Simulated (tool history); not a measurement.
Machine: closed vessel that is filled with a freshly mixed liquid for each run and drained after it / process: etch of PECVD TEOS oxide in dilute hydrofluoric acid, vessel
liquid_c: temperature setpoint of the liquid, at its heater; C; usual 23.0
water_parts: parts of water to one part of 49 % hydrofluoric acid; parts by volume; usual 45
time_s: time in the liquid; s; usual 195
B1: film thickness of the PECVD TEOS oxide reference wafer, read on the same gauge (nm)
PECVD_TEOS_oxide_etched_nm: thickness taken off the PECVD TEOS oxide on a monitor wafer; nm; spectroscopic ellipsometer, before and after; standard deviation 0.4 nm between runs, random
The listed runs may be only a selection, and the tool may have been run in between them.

Run 1, hour 0.0: usual settings but liquid_c 19.5 C; B1 90.03. Result: PECVD_TEOS_oxide_etched_nm 38.44 nm.
Run 2, hour 15.4: usual settings but liquid_c 20.5 C; B1 90.04. Result: PECVD_TEOS_oxide_etched_nm 40.30 nm.
Run 3, hour 30.8: usual settings but liquid_c 20.5 C; B1 90.01. Result: PECVD_TEOS_oxide_etched_nm 40.21 nm.
Run 4, hour 41.7: usual settings but liquid_c 27.0 C; B1 90.06. Result: PECVD_TEOS_oxide_etched_nm 53.03 nm.
Run 5, hour 53.8: usual settings but liquid_c 27.0 C; B1 89.97. Result: PECVD_TEOS_oxide_etched_nm 52.29 nm.
Run 6, hour 60.6: usual settings but water_parts 35 parts by volume, time_s 170 s; B1 89.99. Result: PECVD_TEOS_oxide_etched_nm 51.02 nm.
Run 7, hour 83.6: usual settings; B1 89.98. Result: PECVD_TEOS_oxide_etched_nm 44.00 nm.
Run 8, hour 98.1: usual settings; B1 89.98. Result: PECVD_TEOS_oxide_etched_nm 44.28 nm.
Run 9, hour 110.1: usual settings; B1 90.03. Result: PECVD_TEOS_oxide_etched_nm 44.09 nm.
At hour 122.0: thermometer replaced.
Run 10, hour 122.3: usual settings; B1 90.02. Result: PECVD_TEOS_oxide_etched_nm 44.00 nm.
Run 11, hour 136.5: usual settings but liquid_c 21.5 C; B1 89.99. Result: PECVD_TEOS_oxide_etched_nm 41.73 nm.
Run 12, hour 143.6: usual settings; B1 90.00. Result: PECVD_TEOS_oxide_etched_nm 44.31 nm.
Run 13, hour 160.6: usual settings but time_s 150 s; B1 90.03. Result: PECVD_TEOS_oxide_etched_nm 33.94 nm.
Run 14, hour 167.5: usual settings but liquid_c 19.5 C; B1 89.99. Result: PECVD_TEOS_oxide_etched_nm 37.31 nm.
Run 15, hour 178.4: usual settings; B1 90.00. Result: PECVD_TEOS_oxide_etched_nm 44.29 nm.
Run 16, hour 195.0: usual settings but liquid_c 19.0 C, water_parts 60 parts by volume; B1 89.99. Result: PECVD_TEOS_oxide_etched_nm 27.32 nm.
Run 17, hour 202.0: usual settings but liquid_c 26.0 C, water_parts 30 parts by volume, time_s 120 s; B1 89.99. Result: PECVD_TEOS_oxide_etched_nm 47.44 nm.
Run 18, hour 216.4: usual settings; B1 89.95. Result: PECVD_TEOS_oxide_etched_nm 43.79 nm.
Run 19, hour 233.1: usual settings but water_parts 30 parts by volume; B1 90.01. Result: PECVD_TEOS_oxide_etched_nm 67.04 nm.
At hour 240.5: hydrofluoric acid flow meter replaced.
Run 20, hour 242.3: usual settings but water_parts 30 parts by volume; B1 89.97. Result: PECVD_TEOS_oxide_etched_nm 61.74 nm.
Run 21, hour 251.2: usual settings; B1 90.02. Result: PECVD_TEOS_oxide_etched_nm 40.39 nm.
Run 22, hour 257.7: usual settings but liquid_c 27.0 C, water_parts 35 parts by volume, time_s 270 s; B1 90.03. Result: PECVD_TEOS_oxide_etched_nm 86.40 nm.
Run 23, hour 266.1: usual settings but liquid_c 20.5 C, water_parts 55 parts by volume, time_s 150 s; B1 89.99. Result: PECVD_TEOS_oxide_etched_nm 22.59 nm.
At hour 300.9: gauge calibrated.
Run 24, hour 306.8: usual settings but liquid_c 25.0 C, time_s 105 s; B1 90.01. Result: PECVD_TEOS_oxide_etched_nm 23.48 nm.
Run 25, hour 320.3: usual settings; B1 90.00. Result: PECVD_TEOS_oxide_etched_nm 40.69 nm.
Run 26, hour 333.6: usual settings but water_parts 55 parts by volume, time_s 295 s; B1 90.00. Result: PECVD_TEOS_oxide_etched_nm 49.09 nm.
Run 27, hour 340.1: usual settings but liquid_c 24.5 C, water_parts 40 parts by volume, time_s 310 s; B1 89.96. Result: PECVD_TEOS_oxide_etched_nm 76.19 nm.
At hour 341.2: hydrofluoric acid flow meter replaced, repeated, since the last time left the tool worse.
Run 28, hour 351.3: usual settings but time_s 230 s; B1 89.97. Result: PECVD_TEOS_oxide_etched_nm 55.98 nm.
Run 29, hour 363.5: usual settings but liquid_c 21.0 C, water_parts 35 parts by volume, time_s 90 s; B1 89.98. Result: PECVD_TEOS_oxide_etched_nm 26.47 nm.
Run 30, hour 373.5: usual settings but liquid_c 20.5 C, time_s 115 s; B1 90.01. Result: PECVD_TEOS_oxide_etched_nm 25.54 nm.
Run 31, hour 389.1: usual settings but time_s 115 s; B1 90.01. Result: PECVD_TEOS_oxide_etched_nm 27.76 nm.
Run 32, hour 404.8: usual settings but liquid_c 26.0 C, water_parts 30 parts by volume; B1 90.00. Result: PECVD_TEOS_oxide_etched_nm 82.06 nm.
Run 33, hour 411.0: usual settings but liquid_c 28.0 C, water_parts 55 parts by volume, time_s 270 s; B1 90.01. Result: PECVD_TEOS_oxide_etched_nm 65.37 nm.
Run 34, hour 425.2: usual settings but liquid_c 18.5 C; B1 90.00. Result: PECVD_TEOS_oxide_etched_nm 39.91 nm.

Here are 3 independent what-if runs from the current tool condition. What would each one return?
Run A, hour 425.9: usual settings; B1 ?. Result: PECVD_TEOS_oxide_etched_nm ?.
Run B, hour 425.9: usual settings but liquid_c 24.5 C; B1 ?. Result: PECVD_TEOS_oxide_etched_nm ?.
Run C, hour 425.9: usual settings but liquid_c 20.0 C, water_parts 60 parts by volume, time_s 260 s; B1 ?. Result: PECVD_TEOS_oxide_etched_nm ?.

run     B1  PECVD_TEOS_oxide_etched_nm
  A  90.03                       47.18
  B  90.03                       50.20
  C  90.03                       40.82
The same runs, with their run-to-run variation unchanged, on a tool lacking any hidden condition would have given:
run  PECVD_TEOS_oxide_etched_nm
  A                       47.58
  B                       50.62
  C                       41.18
